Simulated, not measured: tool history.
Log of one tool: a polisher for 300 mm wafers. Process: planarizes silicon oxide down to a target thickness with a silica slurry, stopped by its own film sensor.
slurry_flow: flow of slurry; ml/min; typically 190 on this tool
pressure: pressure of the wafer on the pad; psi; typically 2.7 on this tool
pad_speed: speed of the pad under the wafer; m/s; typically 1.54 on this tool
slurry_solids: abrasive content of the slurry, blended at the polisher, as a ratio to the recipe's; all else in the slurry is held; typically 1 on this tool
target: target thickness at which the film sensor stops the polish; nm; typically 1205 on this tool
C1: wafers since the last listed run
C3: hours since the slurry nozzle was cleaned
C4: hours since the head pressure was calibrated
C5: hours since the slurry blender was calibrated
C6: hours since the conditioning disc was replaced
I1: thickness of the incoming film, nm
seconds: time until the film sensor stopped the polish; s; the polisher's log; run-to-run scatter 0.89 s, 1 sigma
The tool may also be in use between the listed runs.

Run 1, hour 0: usual settings but target 1186 nm; C1 0; wafers polished on this pad 1480; C3 307; C4 361.9; C5 245.4; C6 78.7; I1 1386.5. Result: seconds 92 s.
At hour 8.3: slurry blender recalibrated.
At hour 42.8: worn pad replaced by a new one.
Run 2, hour 43.3: usual settings; C1 238; wafers polished on this pad 3; C3 350.3; C4 405.2; C5 35; C6 122; I1 1412.3. Result: seconds 91.9 s.
Run 3, hour 86.9: usual settings; C1 279; wafers polished on this pad 282; C3 393.9; C4 448.8; C5 78.6; C6 165.6; I1 1407.2. Result: seconds 87.4 s.
At hour 95.9: slurry nozzle cleaned.
Run 4, hour 111.7: usual settings; C1 152; wafers polished on this pad 434; C3 15.8; C4 473.6; C5 103.4; C6 190.4; I1 1390.9. Result: seconds 82.2 s.
At hour 136: conditioning disc replaced and pad reconditioned.
Run 5, hour 162.5: usual settings; C1 312; wafers polished on this pad 747; C3 66.6; C4 524.4; C5 154.2; C6 26.5; I1 1384.5. Result: seconds 80.1 s.
Run 6, hour 195.4: usual settings; C1 210; wafers polished on this pad 957; C3 99.5; C4 557.3; C5 187.1; C6 59.4; I1 1397.1. Result: seconds 88.7 s.
Run 7, hour 238.8: usual settings; C1 277; wafers polished on this pad 1235; C3 142.9; C4 600.7; C5 230.5; C6 102.8; I1 1383.9. Result: seconds 80.6 s.
At hour 263.6: slurry blender recalibrated.
Run 8, hour 309.5: usual settings; C1 439; wafers polished on this pad 1675; C3 213.6; C4 671.4; C5 45.9; C6 173.5; I1 1376.5. Result: seconds 78.9 s.
At hour 314.4: worn pad replaced by a new one.
Run 9, hour 373.1: usual settings; C1 381; wafers polished on this pad 375; C3 277.2; C4 735; C5 109.5; C6 237.1; I1 1373.1. Result: seconds 71.5 s.
Run 10, hour 403.9: usual settings but slurry_solids 0.95; C1 197; wafers polished on this pad 572; C3 308; C4 765.8; C5 140.3; C6 267.9; I1 1372.9. Result: seconds 74.5 s.
At hour 412: conditioning disc replaced and pad reconditioned.
At hour 446.3: slurry nozzle cleaned.
Run 11, hour 482.2: usual settings but slurry_solids 0.95; C1 482; wafers polished on this pad 1055; C3 35.9; C4 844.1; C5 218.6; C6 70.2; I1 1395.7. Result: seconds 85.2 s.
Run 12, hour 521.3: usual settings but slurry_solids 0.95; C1 250; wafers polished on this pad 1305; C3 75; C4 883.2; C5 257.7; C6 109.3; I1 1379.5. Result: seconds 81.1 s.
At hour 539.2: slurry blender recalibrated.
At hour 550.7: worn pad replaced by a new one.
At hour 550.7: head pressure recalibrated.
Run 13, hour 574: usual settings but slurry_flow 150 ml/min, pressure 2.3 psi, pad_speed 1.8 m/s, slurry_solids 1.15; C1 298; wafers polished on this pad 149; C3 127.7; C4 23.3; C5 34.8; C6 162; I1 1416.4. Result: seconds 94.3 s.
Run 14, hour 617.9: usual settings but slurry_solids 0.95; C1 281; wafers polished on this pad 430; C3 171.6; C4 67.2; C5 78.7; C6 205.9; I1 1372.2. Result: seconds 75.3 s.
At hour 625.3: conditioning disc replaced and pad reconditioned.
Run 15, hour 685.8: usual settings; C1 421; wafers polished on this pad 852; C3 239.5; C4 135.1; C5 146.6; C6 60.5; I1 1385.2. Result: seconds 80.3 s.
Run 16, hour 754.3: usual settings but slurry_flow 145 ml/min, pad_speed 1.08 m/s; C1 438; wafers polished on this pad 1290; C3 308; C4 203.6; C5 215.1; C6 129; I1 1406.4. Result: seconds 128.4 s.
At hour 768.8: worn pad replaced by a new one.
At hour 792.4: slurry blender recalibrated.
Run 17, hour 799.2: usual settings but pad_speed 2.04 m/s, slurry_solids 0.8; C1 249; wafers polished on this pad 181; C3 352.9; C4 248.5; C5 6.8; C6 173.9; I1 1403.2. Result: seconds 73.7 s.
Run 18, hour 865: usual settings but slurry_solids 0.95; C1 421; wafers polished on this pad 602; C3 418.7; C4 314.3; C5 72.6; C6 239.7; I1 1384.6. Result: seconds 80.4 s.
At hour 872.8: slurry nozzle cleaned.
At hour 885.2: conditioning disc replaced and pad reconditioned.
Run 19, hour 901.4: usual settings but pad_speed 1.06 m/s, slurry_solids 1.1; C1 213; wafers polished on this pad 816; C3 28.6; C4 350.7; C5 109; C6 16.2; I1 1403.2. Result: seconds 114.3 s.
Run 20, hour 934.3: usual settings; C1 210; wafers polished on this pad 1027; C3 61.5; C4 383.6; C5 141.9; C6 49.1; I1 1381.3. Result: seconds 79.5 s.
Run 21, hour 964.6: usual settings but pressure 3 psi, pad_speed 1.16 m/s, slurry_solids 0.85; C1 194; wafers polished on this pad 1221; C3 91.8; C4 413.9; C5 172.2; C6 79.4; I1 1365.2. Result: seconds 86.9 s.
At hour 977.8: worn pad replaced by a new one.
Run 22, hour 1012.7: usual settings but pressure 2.4 psi, pad_speed 1 m/s, target 1184 nm; C1 282; wafers polished on this pad 223; C3 139.9; C4 462; C5 220.3; C6 127.5; I1 1378.4. Result: seconds 133 s.
At hour 1063.1: slurry blender recalibrated.
Run 23, hour 1068.1: usual settings but pressure 3.3 psi, pad_speed 1.96 m/s, slurry_solids 1.1; C1 341; wafers polished on this pad 565; C3 195.3; C4 517.4; C5 5; C6 182.9; I1 1359.8. Result: seconds 44.3 s.
Run 24, hour 1138.3: usual settings; C1 449; wafers polished on this pad 1015; C3 265.5; C4 587.6; C5 75.2; C6 253.1; I1 1362.9. Result: seconds 70.6 s.
At hour 1159: conditioning disc replaced and pad reconditioned.
Run 25, hour 1206.2: usual settings but pad_speed 1.84 m/s, slurry_solids 1.1; C1 421; wafers polished on this pad 1437; C3 333.4; C4 655.5; C5 143.1; C6 47.2; I1 1401.5. Result: seconds 74.8 s.

How the hidden state differs across the entries between the runs, from the last listed run before each to the first after it:
Runs 1 to 2: slurry blender recalibrated (hour 8.3); worn pad replaced by a new one (hour 42.8)
  removal rate lost through wear of the pad, %: 5.78 -> 1.28
  difference, measured minus the result without the unlogged condition, seconds: +5.3 -> +1.2 s
Runs 3 to 4: slurry nozzle cleaned (hour 95.9)
  removal rate lost through wear of the pad, %: 2.29 -> 2.86
  difference, measured minus the result without the unlogged condition, seconds: +2 -> +2.4 s
Runs 4 to 5: conditioning disc replaced and pad reconditioned (hour 136)
  removal rate lost through wear of the pad, %: 2.86 -> 4.04
  difference, measured minus the result without the unlogged condition, seconds: +2.4 -> +3.3 s
Runs 7 to 8: slurry blender recalibrated (hour 263.6)
  removal rate lost through wear of the pad, %: 5.8 -> 7.43
  difference, measured minus the result without the unlogged condition, seconds: +4.7 -> +5.9 s
Runs 8 to 9: worn pad replaced by a new one (hour 314.4)
  removal rate lost through wear of the pad, %: 7.43 -> 1.73
  difference, measured minus the result without the unlogged condition, seconds: +5.9 -> +1.3 s
Runs 10 to 11: conditioning disc replaced and pad reconditioned (hour 412); slurry nozzle cleaned (hour 446.3)
  removal rate lost through wear of the pad, %: 2.44 -> 4.25
  difference, measured minus the result without the unlogged condition, seconds: +1.9 -> +3.6 s
Runs 12 to 13: slurry blender recalibrated (hour 539.2); worn pad replaced by a new one (hour 550.7); head pressure recalibrated (hour 550.7)
  removal rate lost through wear of the pad, %: 5.15 -> 1.25
  difference, measured minus the result without the unlogged condition, seconds: +4.2 -> +1.1 s
Runs 14 to 15: conditioning disc replaced and pad reconditioned (hour 625.3)
  removal rate lost through wear of the pad, %: 2.26 -> 3.83
  difference, measured minus the result without the unlogged condition, seconds: +1.8 -> +3.1 s
Runs 16 to 17: worn pad replaced by a new one (hour 768.8); slurry blender recalibrated (hour 792.4)
  removal rate lost through wear of the pad, %: 5.42 -> 1.53
  difference, measured minus the result without the unlogged condition, seconds: +6.9 -> +1.2 s
Runs 18 to 19: slurry nozzle cleaned (hour 872.8); conditioning disc replaced and pad reconditioned (hour 885.2)
  removal rate lost through wear of the pad, %: 3.06 -> 3.9
  difference, measured minus the result without the unlogged condition, seconds: +2.5 -> +4.5 s
Runs 21 to 22: worn pad replaced by a new one (hour 977.8)
  removal rate lost through wear of the pad, %: 5.36 -> 1.53
  difference, measured minus the result without the unlogged condition, seconds: +4.6 -> +2.1 s
Runs 22 to 23: slurry blender recalibrated (hour 1063.1)
  removal rate lost through wear of the pad, %: 1.53 -> 2.81
  difference, measured minus the result without the unlogged condition, seconds: +2.1 -> +1.3 s
Runs 24 to 25: conditioning disc replaced and pad reconditioned (hour 1159)
  removal rate lost through wear of the pad, %: 4.43 -> 6
  difference, measured minus the result without the unlogged condition, seconds: +3.1 -> +4.5 s
